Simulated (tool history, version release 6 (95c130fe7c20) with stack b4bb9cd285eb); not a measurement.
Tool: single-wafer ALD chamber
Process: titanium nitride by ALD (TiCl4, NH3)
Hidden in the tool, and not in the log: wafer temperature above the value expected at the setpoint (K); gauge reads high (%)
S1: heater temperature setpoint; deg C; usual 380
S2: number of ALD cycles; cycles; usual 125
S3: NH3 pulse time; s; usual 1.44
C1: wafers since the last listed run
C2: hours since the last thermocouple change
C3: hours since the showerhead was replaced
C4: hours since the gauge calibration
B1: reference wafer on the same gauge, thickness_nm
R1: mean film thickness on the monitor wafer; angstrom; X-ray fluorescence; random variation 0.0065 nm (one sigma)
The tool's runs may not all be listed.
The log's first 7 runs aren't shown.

run 8 hour=167.2 | S1=380 S2=125 S3=1.16 | C1=35 C2=717.3 C3=5565.0 C4=65.5 | B1=2.760 | R1=25.30
run 9 hour=197.0 | S1=380 S2=125 S3=1.16 | C1=54 C2=747.1 C3=5594.8 C4=95.3 | B1=2.763 | R1=25.39
run 10 hour=216.4 | S1=380 S2=125 S3=1.16 | C1=35 C2=766.5 C3=5614.2 C4=114.7 | B1=2.761 | R1=25.44
run 11 hour=233.8 | S1=380 S2=125 S3=1.44 | C1=31 C2=783.9 C3=5631.6 C4=132.1 | B1=2.761 | R1=25.98
run 12 hour=265.5 | S1=380 S2=125 S3=1.44 | C1=57 C2=815.6 C3=5663.3 C4=163.8 | B1=2.759 | R1=25.98
run 13 hour=284.8 | S1=380 S2=125 S3=1.44 | C1=35 C2=834.9 C3=5682.6 C4=183.1 | B1=2.760 | R1=25.81
run 14 hour=318.7 | S1=380 S2=125 S3=1.44 | C1=61 C2=868.8 C3=5716.5 C4=217.0 | B1=2.759 | R1=25.93
run 15 hour=352.7 | S1=380 S2=125 S3=1.44 | C1=62 C2=902.8 C3=5750.5 C4=251.0 | B1=2.758 | R1=25.97
run 16 hour=369.1 | S1=380 S2=138 S3=1.67 | C1=29 C2=919.2 C3=5766.9 C4=267.4 | B1=2.760 | R1=28.91
run 17 hour=398.9 | S1=391 S2=136 S3=1.44 | C1=54 C2=949.0 C3=5796.7 C4=297.2 | B1=2.759 | R1=28.58
run 18 hour=474.2 | S1=380 S2=125 S3=1.44 | C1=137 C2=1024.3 C3=5872.0 C4=372.5 | B1=2.760 | R1=25.86
run 19 hour=504.7 | S1=380 S2=125 S3=1.76 | C1=55 C2=1054.8 C3=5902.5 C4=403.0 | B1=2.759 | R1=26.31
run 20 hour=537.7 | S1=389 S2=139 S3=0.94 | C1=60 C2=1087.8 C3=5935.5 C4=436.0 | B1=2.759 | R1=27.84
run 21 hour=570.9 | S1=380 S2=145 S3=1.00 | C1=60 C2=1121.0 C3=5968.7 C4=469.2 | B1=2.762 | R1=28.92
-- hour=594.4 showerhead replaced
run 22 hour=594.9 | S1=390 S2=108 S3=1.65 | C1=29 C2=1145.0 C3=0.5 C4=493.2 | B1=2.759 | R1=22.83
run 23 hour=621.6 | S1=373 S2=137 S3=1.59 | C1=48 C2=1171.7 C3=27.2 C4=519.9 | B1=2.759 | R1=28.36
run 24 hour=641.5 | S1=380 S2=125 S3=0.98 | C1=36 C2=1191.6 C3=47.1 C4=539.8 | B1=2.762 | R1=24.82
-- hour=650.2 gauge calibrated
-- hour=666.7 thermocouple changed; heater temperature recalibrated
run 25 hour=667.2 | S1=380 S2=125 S3=1.44 | C1=32 C2=0.5 C3=72.8 C4=17.0 | B1=2.760 | R1=26.01
run 26 hour=696.0 | S1=380 S2=125 S3=1.44 | C1=52 C2=29.3 C3=101.6 C4=45.8 | B1=2.760 | R1=25.93
run 27 hour=716.8 | S1=380 S2=125 S3=1.44 | C1=37 C2=50.1 C3=122.4 C4=66.6 | B1=2.761 | R1=25.97
run 28 hour=729.2 | S1=373 S2=117 S3=1.15 | C1=22 C2=62.5 C3=134.8 C4=79.0 | B1=2.760 | R1=23.47
run 29 hour=748.8 | S1=380 S2=145 S3=1.00 | C1=35 C2=82.1 C3=154.4 C4=98.6 | B1=2.762 | R1=28.81
run 30 hour=779.1 | S1=380 S2=125 S3=0.98 | C1=55 C2=112.4 C3=184.7 C4=128.9 | B1=2.761 | R1=24.79
run 31 hour=807.8 | S1=380 S2=125 S3=0.94 | C1=52 C2=141.1 C3=213.4 C4=157.6 | B1=2.761 | R1=24.79
run 32 hour=908.3 | S1=366 S2=138 S3=1.44 | C1=183 C2=241.6 C3=313.9 C4=258.1 | B1=2.757 | R1=27.92

5 ways to go on from here, each from the tool as it stands after run 32. What would each give?
run A hour=909.0 | S1=384 S2=125 S3=1.44 | C1=1 C2=242.3 C3=314.6 C4=258.8 | B1=? | R1=?
run B hour=909.0 | S1=366 S2=125 S3=0.96 | C1=1 C2=242.3 C3=314.6 C4=258.8 | B1=? | R1=?
run C hour=909.0 | S1=376 S2=125 S3=1.87 | C1=1 C2=242.3 C3=314.6 C4=258.8 | B1=? | R1=?
run D hour=909.0 | S1=395 S2=125 S3=1.44 | C1=1 C2=242.3 C3=314.6 C4=258.8 | B1=? | R1=?
run E hour=909.0 | S1=373 S2=143 S3=1.44 | C1=1 C2=242.3 C3=314.6 C4=258.8 | B1=? | R1=?

run=A B1=2.760 R1=26.01
run=B B1=2.760 R1=23.91
run=C B1=2.760 R1=26.34
run=D B1=2.760 R1=26.32
run=E B1=2.760 R1=29.36
Without the tool's hidden state the same runs would have given:
run=A R1=26.01
run=B R1=23.91
run=C R1=26.34
run=D R1=26.32
run=E R1=29.36
